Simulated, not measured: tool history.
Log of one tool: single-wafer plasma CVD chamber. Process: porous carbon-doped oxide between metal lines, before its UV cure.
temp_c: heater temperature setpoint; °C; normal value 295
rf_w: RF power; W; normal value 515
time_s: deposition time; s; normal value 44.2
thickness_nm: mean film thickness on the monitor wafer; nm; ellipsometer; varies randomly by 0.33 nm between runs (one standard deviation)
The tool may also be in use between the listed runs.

run	day	temp_c	rf_w	time_s	read-back reference wafer on the same gauge, thickness_nm	thickness_nm
1	0.000	295	515	44.2	239.960	214.124
2	0.700	295	515	44.2	240.077	213.286
3	1.200	295	515	44.2	239.977	213.619
4	1.671	295	515	44.2	239.957	213.317
5	2.050	295	515	44.2	240.060	213.225
6	2.542	295	515	44.2	240.176	213.389
7	2.929	295	515	44.2	240.011	213.138
8	3.242	295	490	44.2	240.023	206.753
# day 4.571: showerhead replaced
9	4.975	295	515	44.2	240.029	212.426
# day 5.521: gauge calibrated
# day 5.958: thermocouple changed; heater temperature recalibrated
# day 6.233: RF generator calibrated
10	6.254	302	515	51.8	239.948	247.743
11	6.367	283	515	35.9	239.894	192.394
12	6.883	295	515	44.2	239.872	220.451
13	7.162	295	515	49.4	240.072	246.024
14	7.454	301	575	44.2	239.879	226.865
15	8.188	295	515	51.3	240.050	254.428
16	8.775	295	445	44.2	239.982	203.360

What if the next run were any one of these 5? Each begins from the tool's condition after run 16:
A	8.792	303	515	44.2	?	?
B	8.792	309	425	44.2	?	?
C	8.792	290	435	48.8	?	?
D	8.792	295	455	44.2	?	?
E	8.792	288	605	53.0	?	?

run	read-back reference wafer on the same gauge, thickness_nm	thickness_nm
A	239.979	211.664
B	239.979	183.398
C	239.979	227.112
D	239.979	206.033
E	239.979	300.731
Without the tool's hidden state the same runs would have given:
run	thickness_nm
A	212.163
B	183.903
C	227.737
D	206.526
E	301.425
